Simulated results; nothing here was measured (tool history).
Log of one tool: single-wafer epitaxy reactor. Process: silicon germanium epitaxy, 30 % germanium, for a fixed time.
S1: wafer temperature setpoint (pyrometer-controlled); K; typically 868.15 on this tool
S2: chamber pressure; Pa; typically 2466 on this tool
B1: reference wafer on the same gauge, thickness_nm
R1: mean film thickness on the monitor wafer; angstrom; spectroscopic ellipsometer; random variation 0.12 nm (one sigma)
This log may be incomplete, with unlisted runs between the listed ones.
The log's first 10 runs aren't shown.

run    hour      S1    S2      B1      R1
 11   948.5  868.15  2466  51.100  593.26
     1066.2  -- pyrometer calibrated
     1122.7  -- showerhead replaced, of another model than before
 12  1142.2  868.15  2466  51.105  601.94
 13  1247.4  868.15  2466  51.099  601.23
 14  1303.9  868.15  1986  51.082  511.55
 15  1352.8  882.15  2466  51.101  752.16
 16  1412.8  861.15  2773  51.080  579.05
     1437.3  -- capacitance manometer re-zeroed and calibrated
 17  1449.7  855.15  3000  51.120  538.33
 18  1487.9  855.15  3000  51.075  538.02
 19  1583.9  863.15  2466  51.110  542.71
 20  1671.1  861.15  2466  51.106  529.39
 21  1727.4  860.15  2133  51.106  468.45
     1783.2  -- gauge calibrated
 22  1824.3  877.15  3040  51.063  784.82
 23  1871.7  873.15  2466  51.122  648.13
 24  1959.1  868.15  1907  51.132  490.25
 25  2022.5  879.15  2693  51.082  756.05
 26  2060.6  862.15  3080  51.088  623.97
 27  2121.5  859.15  1880  51.096  418.47
 28  2204.6  853.15  2880  51.059  518.22
 29  2302.5  879.15  2786  51.076  774.70
 30  2362.9  872.15  2693  51.104  680.69
 31  2418.9  868.15  2466  51.111  597.27
 32  2516.7  862.15  2186  51.099  499.63
 33  2582.1  855.15  2680  51.134  513.51
     2671.3  -- pyrometer calibrated
 34  2678.2  868.15  2466  51.106  601.54
 35  2780.0  882.15  2733  51.055  807.96

Branching from run 35: 4 alternative next runs. What would each branch give?
  A  2780.4  868.15  2466   ?   ?
  B  2780.4  881.15  2466   ?   ?
  C  2780.4  854.15  2160   ?   ?
  D  2780.4  863.15  1960   ?   ?

run      B1      R1
  A  51.115  602.83
  B  51.115  742.68
  C  51.115  435.16
  D  51.115  467.81
Without the tool's unlogged condition, the same runs would have read:
run      R1
  A  585.48
  B  721.31
  C  422.64
  D  454.35
